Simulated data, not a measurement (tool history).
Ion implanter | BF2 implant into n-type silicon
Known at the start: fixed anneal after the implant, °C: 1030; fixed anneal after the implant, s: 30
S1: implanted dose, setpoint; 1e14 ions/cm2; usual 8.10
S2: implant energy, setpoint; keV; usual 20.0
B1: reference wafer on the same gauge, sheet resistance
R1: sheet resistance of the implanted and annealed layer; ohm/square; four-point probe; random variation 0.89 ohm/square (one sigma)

{"run": 1, "hour": 0.0, "S1": 6.17, "S2": 22.0, "B1": 171.09, "R1": 201.47}
{"run": 2, "hour": 68.4, "S1": 6.17, "S2": 22.0, "B1": 171.09, "R1": 201.63}
{"run": 3, "hour": 266.9, "S1": 6.17, "S2": 22.0, "B1": 170.96, "R1": 202.59}
{"run": 4, "hour": 316.0, "S1": 7.15, "S2": 20.0, "B1": 170.93, "R1": 185.28}
{"run": 5, "hour": 420.4, "S1": 7.15, "S2": 20.0, "B1": 171.05, "R1": 184.2}
{"run": 6, "hour": 516.7, "S1": 7.15, "S2": 20.0, "B1": 170.79, "R1": 185.07}
{"run": 7, "hour": 585.6, "S1": 9.75, "S2": 20.0, "B1": 170.85, "R1": 150.31}
{"hour": 588.9, "done": "gauge calibrated"}
{"run": 8, "hour": 681.4, "S1": 8.1, "S2": 20.0, "B1": 171.0, "R1": 170.3}
{"run": 9, "hour": 763.4, "S1": 8.1, "S2": 20.0, "B1": 171.01, "R1": 170.51}
{"run": 10, "hour": 866.5, "S1": 8.1, "S2": 20.0, "B1": 170.71, "R1": 170.04}
{"hour": 916.5, "done": "extraction supply calibrated"}
{"hour": 949.4, "done": "Faraday cup replaced and dose calibrated"}
{"run": 11, "hour": 968.4, "S1": 9.87, "S2": 14.5, "B1": 171.33, "R1": 160.24}
{"run": 12, "hour": 1054.8, "S1": 9.68, "S2": 15.0, "B1": 171.06, "R1": 160.45}
{"run": 13, "hour": 1095.3, "S1": 8.1, "S2": 20.0, "B1": 171.01, "R1": 168.31}
{"run": 14, "hour": 1176.5, "S1": 9.29, "S2": 26.5, "B1": 170.81, "R1": 144.13}
{"run": 15, "hour": 1260.7, "S1": 8.96, "S2": 16.5, "B1": 170.75, "R1": 164.02}
{"run": 16, "hour": 1355.7, "S1": 6.97, "S2": 22.5, "B1": 170.89, "R1": 182.08}
{"run": 17, "hour": 1443.4, "S1": 8.1, "S2": 20.0, "B1": 170.94, "R1": 167.86}
{"run": 18, "hour": 1522.3, "S1": 9.54, "S2": 26.0, "B1": 170.61, "R1": 142.01}
{"run": 19, "hour": 1586.5, "S1": 6.39, "S2": 20.0, "B1": 170.86, "R1": 198.12}
{"run": 20, "hour": 1661.6, "S1": 8.1, "S2": 20.0, "B1": 171.18, "R1": 169.21}
{"run": 21, "hour": 1809.3, "S1": 10.37, "S2": 25.5, "B1": 171.08, "R1": 136.08}

Hidden state or all else? Some run-to-run changes of R1, split into what the settings, what came in and random variation would give without the hidden state, and what is left for the hidden state (with any gauge scatter that isn't in both results):
The hidden state here: deviation of the true dose from the Faraday cup's reading, %; deviation of the true energy from its setpoint, %; gauge reads high (%).
Run 6 -> 7: S1 7.15 -> 9.75. R1 -34.76 ohm/square: hidden state -1.08, all else -33.68.
Run 7 -> 8: S1 9.75 -> 8.10, gauge calibrated. R1 +19.99 ohm/square: hidden state +1.17, all else +18.82.
Run 10 -> 11: S1 8.10 -> 9.87, S2 20.0 -> 14.5, extraction supply calibrated, Faraday cup replaced and dose calibrated. R1 -9.80 ohm/square: hidden state -4.22, all else -5.58.
Run 18 -> 19: S1 9.54 -> 6.39, S2 26.0 -> 20.0. R1 +56.11 ohm/square: hidden state +0.41, all else +55.70.
